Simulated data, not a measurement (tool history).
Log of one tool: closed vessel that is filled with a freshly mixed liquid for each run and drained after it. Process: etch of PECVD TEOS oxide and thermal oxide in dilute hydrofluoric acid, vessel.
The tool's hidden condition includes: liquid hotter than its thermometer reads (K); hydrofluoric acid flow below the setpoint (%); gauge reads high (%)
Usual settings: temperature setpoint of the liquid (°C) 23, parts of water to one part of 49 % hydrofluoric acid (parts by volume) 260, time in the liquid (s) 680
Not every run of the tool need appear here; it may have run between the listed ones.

| run | hour | temperature setpoint of the liquid (°C) | parts of water to one part of 49 % hydrofluoric acid (parts by volume) | time in the liquid (s) | wafers since the last listed run | hours since the thermometer was replaced | hours since the hydrofluoric acid flow meter was replaced | hours since the gauge calibration | read-back film thickness of the PECVD TEOS oxide reference wafer, read on the same gauge (nm) | read-back film thickness of the thermal oxide reference wafer, read on the same gauge (nm) | thickness taken off the PECVD TEOS oxide on a monitor wafer (nm) | thickness taken off the thermal oxide on a monitor wafer (nm) |
|---|---|---|---|---|---|---|---|---|---|---|---|---|
| 1 | 0 | 23 | 260 | 680 | 0 | 1458.4 | 686.8 | 249.6 | 100 | 110.01 | 55.03 | 11.06 |
| 2 | 34.6 | 23 | 260 | 680 | 2423 | 1493 | 721.4 | 284.2 | 100.02 | 109.97 | 54.58 | 10.81 |
| 3 | 53.5 | 23 | 260 | 680 | 1323 | 1511.9 | 740.3 | 303.1 | 99.99 | 110.01 | 54.6 | 10.79 |
| 4 | 89.1 | 21 | 260 | 680 | 2493 | 1547.5 | 775.9 | 338.7 | 100.01 | 109.99 | 50.85 | 10.28 |
| 5 | 103.2 | 21 | 260 | 680 | 987 | 1561.6 | 790 | 352.8 | 100 | 110.01 | 51.15 | 10.16 |
| 6 | 133.4 | 21 | 260 | 680 | 2115 | 1591.8 | 820.2 | 383 | 99.98 | 110.02 | 51.22 | 10.3 |
| 7 | 162.4 | 23 | 260 | 680 | 2031 | 1620.8 | 849.2 | 412 | 100 | 110.02 | 54.99 | 11.02 |
| 8 | 175.6 | 20 | 230 | 680 | 924 | 1634 | 862.4 | 425.2 | 100 | 109.98 | 57.78 | 11.61 |
| 9 | 197.2 | 20 | 230 | 680 | 1512 | 1655.6 | 884 | 446.8 | 100.02 | 110.01 | 57.76 | 11.74 |
| 10 | 214.4 | 20 | 230 | 680 | 1204 | 1672.8 | 901.2 | 464 | 100.01 | 109.98 | 57.63 | 11.31 |
|  | 228.5 | hydrofluoric acid flow meter replaced |
| 11 | 237.4 | 23 | 260 | 680 | 1540 | 1695.8 | 8.9 | 487 | 100.01 | 109.99 | 55.44 | 11.14 |
| 12 | 256 | 23 | 375 | 680 | 1302 | 1714.4 | 27.5 | 505.6 | 100 | 109.99 | 34.11 | 6.78 |
| 13 | 283.1 | 25 | 390 | 965 | 1898 | 1741.5 | 54.6 | 532.7 | 100 | 109.97 | 49.19 | 9.68 |
| 14 | 301.9 | 23 | 390 | 680 | 1316 | 1760.3 | 73.4 | 551.5 | 100 | 109.98 | 32.5 | 6.52 |
| 15 | 321.9 | 23 | 260 | 680 | 1400 | 1780.3 | 93.4 | 571.5 | 100 | 109.98 | 55.41 | 10.99 |
| 16 | 356.4 | 21.5 | 210 | 845 | 2416 | 1814.8 | 127.9 | 606 | 100 | 110.01 | 84.81 | 16.86 |
| 17 | 369.8 | 26 | 180 | 450 | 938 | 1828.2 | 141.3 | 619.4 | 100.01 | 109.99 | 64.32 | 12.9 |
| 18 | 390 | 23 | 190 | 1090 | 1414 | 1848.4 | 161.5 | 639.6 | 99.99 | 110.03 | 131.22 | 26.4 |
|  | 394.4 | thermometer replaced |
| 19 | 423.4 | 23 | 210 | 485 | 2269 | 29 | 194.9 | 673 | 100.01 | 109.97 | 48.03 | 9.41 |
|  | 444.3 | gauge calibrated |
| 20 | 482.4 | 27 | 260 | 680 | 4132 | 88 | 253.9 | 38.1 | 99.99 | 109.99 | 59.44 | 11.87 |
| 21 | 515.7 | 25.5 | 200 | 1005 | 2332 | 121.3 | 287.2 | 71.4 | 100.01 | 109.97 | 115.7 | 23.02 |
| 22 | 548.8 | 23 | 260 | 680 | 2318 | 154.4 | 320.3 | 104.5 | 99.98 | 110 | 52.31 | 10.38 |
| 23 | 574.6 | 23 | 190 | 905 | 1807 | 180.2 | 346.1 | 130.3 | 100 | 110.01 | 101.45 | 20.57 |

4 options for the next run, each taken on its own from the tool as it stands now. Forecast them:
| A | 575.4 | 23 | 260 | 680 | 56 | 181 | 346.9 | 131.1 | ? | ? | ? | ? |
| B | 575.4 | 18.5 | 195 | 550 | 56 | 181 | 346.9 | 131.1 | ? | ? | ? | ? |
| C | 575.4 | 27 | 355 | 785 | 56 | 181 | 346.9 | 131.1 | ? | ? | ? | ? |
| D | 575.4 | 26 | 210 | 785 | 56 | 181 | 346.9 | 131.1 | ? | ? | ? | ? |

| run | read-back film thickness of the PECVD TEOS oxide reference wafer, read on the same gauge (nm) | read-back film thickness of the thermal oxide reference wafer, read on the same gauge (nm) | thickness taken off the PECVD TEOS oxide on a monitor wafer (nm) | thickness taken off the thermal oxide on a monitor wafer (nm) |
|---|---|---|---|---|
| A | 100 | 110 | 51.67 | 10.47 |
| B | 100 | 110 | 50.15 | 10.16 |
| C | 100 | 110 | 45.54 | 9.23 |
| D | 100 | 110 | 86.68 | 17.57 |
The same runs, with their run-to-run variation unchanged, on a tool lacking any hidden condition would have given:
| run | thickness taken off the PECVD TEOS oxide on a monitor wafer (nm) | thickness taken off the thermal oxide on a monitor wafer (nm) |
|---|---|---|
| A | 51.06 | 10.35 |
| B | 49.5 | 10.03 |
| C | 45.06 | 9.13 |
| D | 85.66 | 17.36 |
